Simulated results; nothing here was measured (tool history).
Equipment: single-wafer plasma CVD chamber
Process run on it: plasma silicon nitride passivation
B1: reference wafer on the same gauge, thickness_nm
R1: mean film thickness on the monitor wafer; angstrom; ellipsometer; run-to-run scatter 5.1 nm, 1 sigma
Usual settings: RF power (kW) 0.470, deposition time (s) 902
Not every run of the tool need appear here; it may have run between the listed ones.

Run 1, hour 0.0: usual settings; B1 1610.558. Result: R1 13734.64 angstrom.
Run 2, hour 63.2: usual settings; B1 1610.344. Result: R1 13774.20 angstrom.
Run 3, hour 143.8: usual settings; B1 1610.368. Result: R1 13719.42 angstrom.
Run 4, hour 241.4: usual settings; B1 1609.309. Result: R1 13743.69 angstrom.
At hour 292.4: RF generator calibrated.
Run 5, hour 347.4: usual settings but deposition time (s) 1009; B1 1609.533. Result: R1 15503.49 angstrom.
Run 6, hour 418.2: usual settings but deposition time (s) 1009; B1 1610.636. Result: R1 15492.34 angstrom.
Run 7, hour 471.8: usual settings but deposition time (s) 1009; B1 1610.243. Result: R1 15532.05 angstrom.
Run 8, hour 513.5: usual settings but deposition time (s) 863; B1 1609.674. Result: R1 13264.36 angstrom.
Run 9, hour 597.3: usual settings but deposition time (s) 863; B1 1610.920. Result: R1 13304.94 angstrom.
Run 10, hour 688.2: usual settings but RF power (kW) 0.415; B1 1610.205. Result: R1 13431.82 angstrom.
Run 11, hour 792.1: usual settings but deposition time (s) 1013; B1 1611.317. Result: R1 15473.50 angstrom.
Run 12, hour 833.5: usual settings; B1 1608.858. Result: R1 13720.73 angstrom.
Run 13, hour 901.8: usual settings but RF power (kW) 0.410, deposition time (s) 816; B1 1609.179. Result: R1 12129.39 angstrom.
At hour 911.3: showerhead replaced.
Run 14, hour 993.4: usual settings but deposition time (s) 1013; B1 1609.375. Result: R1 15397.77 angstrom.
Run 15, hour 1035.2: usual settings but RF power (kW) 0.500, deposition time (s) 991; B1 1609.067. Result: R1 15374.23 angstrom.
Run 16, hour 1128.0: usual settings but RF power (kW) 0.545, deposition time (s) 813; B1 1610.569. Result: R1 12851.82 angstrom.
Run 17, hour 1201.3: usual settings; B1 1609.881. Result: R1 13660.19 angstrom.
At hour 1214.2: RF generator calibrated.
At hour 1234.0: gauge calibrated.
Run 18, hour 1301.2: usual settings; B1 1611.363. Result: R1 13866.66 angstrom.
Run 19, hour 1404.0: usual settings but RF power (kW) 0.425, deposition time (s) 762; B1 1608.664. Result: R1 11463.49 angstrom.
Run 20, hour 1504.6: usual settings but RF power (kW) 0.385; B1 1611.057. Result: R1 13221.29 angstrom.
Run 21, hour 1575.8: usual settings but deposition time (s) 839; B1 1609.646. Result: R1 12883.19 angstrom.
Run 22, hour 1643.6: usual settings but RF power (kW) 0.525, deposition time (s) 1025; B1 1609.695. Result: R1 16120.30 angstrom.
Run 23, hour 1700.7: usual settings but RF power (kW) 0.525, deposition time (s) 852; B1 1607.816. Result: R1 13386.48 angstrom.
Run 24, hour 1788.4: usual settings but RF power (kW) 0.430; B1 1609.709. Result: R1 13453.78 angstrom.

Below, some changes in R1 between adjacent runs. For each, the amount present without the hidden state too (settings, incoming material, random variation) and the amount remaining for the hidden state with gauge scatter not shared by both compared results:
What the log doesn't record here: delivered RF power above the setpoint (%); gauge reads high (%).
Run 4 -> 5: deposition time (s) 902 -> 1009, RF generator calibrated. R1 +1759.80 angstrom: hidden state +196.31, all else +1563.49.
Run 13 -> 14: RF power (kW) 0.410 -> 0.470, deposition time (s) 816 -> 1013, showerhead replaced. R1 +3268.38 angstrom: hidden state -62.22, all else +3330.60.
Run 17 -> 18: RF generator calibrated, gauge calibrated. R1 +206.47 angstrom: hidden state +211.72, all else -5.25.
Run 21 -> 22: RF power (kW) 0.470 -> 0.525, deposition time (s) 839 -> 1025. R1 +3237.11 angstrom: hidden state -26.17, all else +3263.28.

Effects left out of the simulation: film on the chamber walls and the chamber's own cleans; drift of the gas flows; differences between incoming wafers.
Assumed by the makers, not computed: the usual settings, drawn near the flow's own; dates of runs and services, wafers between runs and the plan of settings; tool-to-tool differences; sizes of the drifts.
